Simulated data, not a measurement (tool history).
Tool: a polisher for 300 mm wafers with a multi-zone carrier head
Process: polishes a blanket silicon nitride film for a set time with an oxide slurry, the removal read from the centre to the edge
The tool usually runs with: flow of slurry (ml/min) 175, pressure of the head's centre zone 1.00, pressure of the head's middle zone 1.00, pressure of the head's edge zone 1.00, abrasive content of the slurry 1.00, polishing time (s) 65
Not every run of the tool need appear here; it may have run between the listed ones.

run,hour,flow of slurry (ml/min),pressure of the head's centre zone,pressure of the head's middle zone,pressure of the head's edge zone,abrasive content of the slurry,polishing time (s),"incoming thickness of the incoming film, nm",film removed at the wafer's centre (Å),film removed at mid-radius (Å),film removed at the wafer's edge (Å)
1,0.0,175,1.09,1.00,0.95,1.00,65,507.3,370,355,343
2,313.6,175,1.00,0.92,1.00,1.00,65,512.8,351,343,351
3,373.5,145,1.00,1.09,1.00,1.00,51,502.3,260,280,271
4,481.4,215,1.00,1.00,1.10,1.00,79,501.3,434,437,461
5,535.7,200,0.89,1.00,1.06,1.00,65,512.3,317,364,367
6,572.3,125,1.00,1.00,1.00,1.00,65,517.2,320,332,333
7,657.9,175,1.00,1.00,1.00,0.80,82,512.6,383,387,383
8,708.8,235,1.00,1.00,1.00,1.15,65,515.1,382,400,395
9,758.3,175,1.00,1.00,1.00,0.85,65,511.6,319,321,316
10,831.8,160,0.93,0.90,1.00,0.80,65,511.9,277,283,300
11,1031.7,175,1.00,0.96,1.00,1.00,65,509.9,341,351,352
12,1127.7,155,1.08,1.00,1.00,1.15,65,512.6,395,369,375
13,1165.8,175,1.12,1.00,0.94,0.90,65,507.0,369,337,317
14,1271.3,195,1.00,0.95,1.09,1.20,65,504.3,389,392,407
15,1369.7,175,1.00,1.00,1.00,1.00,65,516.3,347,353,354
16,1407.7,175,1.00,0.92,1.00,1.00,51,509.5,276,264,275
17,1500.7,175,1.03,1.08,1.06,1.00,65,501.1,356,375,363
18,1541.4,175,1.00,1.00,1.00,1.00,65,516.4,352,356,350
19,1591.5,235,1.00,1.00,1.00,1.15,65,512.3,400,398,393
20,1672.5,175,0.95,1.03,0.90,1.00,65,509.6,336,358,334

The log once held 10 entries between its listed runs, left out of this copy. Where does each go, and what is different about the tool's unlogged condition between the listed run before it and the listed run after it?
From run 1 to run 2: edge zone pressure recalibrated (hour 164.9); worn pad replaced by a new one (hour 253.0)
  no hidden state differs between the two runs
From run 2 to run 3: centre zone pressure recalibrated (hour 321.5)
  no hidden state differs between the two runs
From run 6 to run 7: slurry nozzle cleaned (hour 605.1)
  no hidden state differs between the two runs
From run 10 to run 11: worn pad replaced by a new one (hour 856.6); centre zone pressure recalibrated (hour 1031.2)
  no hidden state differs between the two runs
From run 14 to run 15: carrier head's membrane replaced by a new one (hour 1295.7); slurry nozzle cleaned (hour 1317.5); edge zone pressure recalibrated (hour 1335.1)
  no hidden state differs between the two runs
From run 16 to run 17: worn pad replaced by a new one (hour 1484.3)
  no hidden state differs between the two runs
